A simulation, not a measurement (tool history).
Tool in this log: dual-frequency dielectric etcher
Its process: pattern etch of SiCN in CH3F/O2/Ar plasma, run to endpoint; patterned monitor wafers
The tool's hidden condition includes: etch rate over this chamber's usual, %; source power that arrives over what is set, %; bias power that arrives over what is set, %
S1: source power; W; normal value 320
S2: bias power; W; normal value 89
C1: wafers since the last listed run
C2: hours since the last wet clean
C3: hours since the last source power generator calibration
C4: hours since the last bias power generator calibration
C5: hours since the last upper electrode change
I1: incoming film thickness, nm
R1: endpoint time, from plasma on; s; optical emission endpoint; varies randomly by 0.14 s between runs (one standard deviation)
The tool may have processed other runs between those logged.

run 1 day=0 | S1=320 S2=89 | C1=0 C2=134.7 C3=2953.6 C4=2341 C5=1908.9 | I1=7 | R1=17.7
run 2 day=2.925 | S1=320 S2=89 | C1=936 C2=204.9 C3=3023.8 C4=2411.2 C5=1979.1 | I1=7.01 | R1=17.6
run 3 day=5.217 | S1=320 S2=89 | C1=733 C2=259.9 C3=3078.8 C4=2466.2 C5=2034.1 | I1=6.99 | R1=17.5
run 4 day=9.308 | S1=370 S2=74 | C1=1310 C2=358.1 C3=3177 C4=2564.4 C5=2132.3 | I1=7.06 | R1=17.9
run 5 day=12.092 | S1=320 S2=83 | C1=891 C2=424.9 C3=3243.8 C4=2631.2 C5=2199.1 | I1=7.03 | R1=18.1
run 6 day=13.996 | S1=320 S2=83 | C1=609 C2=470.6 C3=3289.5 C4=2676.9 C5=2244.8 | I1=6.98 | R1=17.6
run 7 day=18.225 | S1=320 S2=83 | C1=1354 C2=572.1 C3=3391 C4=2778.4 C5=2346.3 | I1=6.99 | R1=17.4
run 8 day=19.8 | S1=270 S2=76 | C1=504 C2=609.9 C3=3428.8 C4=2816.2 C5=2384.1 | I1=6.93 | R1=18.9
-- day=20.808 wet clean of the chamber
run 9 day=22.196 | S1=270 S2=76 | C1=446 C2=33.3 C3=3486.3 C4=2873.7 C5=2441.6 | I1=6.99 | R1=20.2
run 10 day=23.892 | S1=320 S2=100 | C1=543 C2=74 C3=3527 C4=2914.4 C5=2482.3 | I1=7.01 | R1=17
run 11 day=25.788 | S1=320 S2=100 | C1=607 C2=119.5 C3=3572.5 C4=2959.9 C5=2527.8 | I1=6.99 | R1=17
run 12 day=28.171 | S1=320 S2=89 | C1=763 C2=176.7 C3=3629.7 C4=3017.1 C5=2585 | I1=7.01 | R1=17.7
-- day=30.771 upper electrode replaced
run 13 day=32.275 | S1=280 S2=73 | C1=994 C2=275.2 C3=3728.2 C4=3115.6 C5=36.1 | I1=6.99 | R1=19.7
-- day=34.158 source power generator calibrated
run 14 day=36.108 | S1=320 S2=89 | C1=1174 C2=367.2 C3=46.8 C4=3207.6 C5=128.1 | I1=7 | R1=17.2
run 15 day=40.162 | S1=320 S2=89 | C1=1298 C2=464.5 C3=144.1 C4=3304.9 C5=225.4 | I1=6.99 | R1=17.3
run 16 day=42.092 | S1=390 S2=89 | C1=617 C2=510.8 C3=190.4 C4=3351.2 C5=271.7 | I1=6.84 | R1=15.6
-- day=46.388 wet clean of the chamber
run 17 day=46.408 | S1=370 S2=98 | C1=1062 C2=0.5 C3=294 C4=3454.8 C5=375.3 | I1=6.99 | R1=16.2
-- day=48.446 bias power generator calibrated
run 18 day=49.562 | S1=320 S2=99 | C1=956 C2=76.2 C3=369.7 C4=26.8 C5=451 | I1=6.99 | R1=16.9
run 19 day=51.5 | S1=290 S2=73 | C1=620 C2=122.7 C3=416.2 C4=73.3 C5=497.5 | I1=6.97 | R1=19.3
run 20 day=53.642 | S1=280 S2=89 | C1=685 C2=174.1 C3=467.6 C4=124.7 C5=548.9 | I1=7 | R1=18.1
run 21 day=56.896 | S1=360 S2=75 | C1=1042 C2=252.2 C3=545.7 C4=202.8 C5=627 | I1=7.03 | R1=17.9
run 22 day=60.658 | S1=320 S2=100 | C1=1204 C2=342.5 C3=636 C4=293.1 C5=717.3 | I1=6.98 | R1=16.3
run 23 day=63.746 | S1=320 S2=89 | C1=988 C2=416.6 C3=710.1 C4=367.2 C5=791.4 | I1=6.95 | R1=17.1
run 24 day=66.267 | S1=250 S2=71 | C1=807 C2=477.1 C3=770.6 C4=427.7 C5=851.9 | I1=6.98 | R1=19.8

Pick out some run-to-run changes in R1. Of each, how much would a tool without hidden state show as well, from the settings, what came in and chance, and how much is left for the hidden state and any gauge scatter not in both results compared?
Run 8 -> 9: wet clean of the chamber. R1 +1.3 s: hidden state +0.7, all else +0.6.
Run 9 -> 10: S1 270 -> 320, S2 76 -> 100. R1 -3.2 s: hidden state +0, all else -3.2.
Run 16 -> 17: S1 390 -> 370, S2 89 -> 98, wet clean of the chamber. R1 +0.6 s: hidden state +0.5, all else +0.1.
Run 23 -> 24: S1 320 -> 250, S2 89 -> 71. R1 +2.7 s: hidden state -0.3, all else +3.
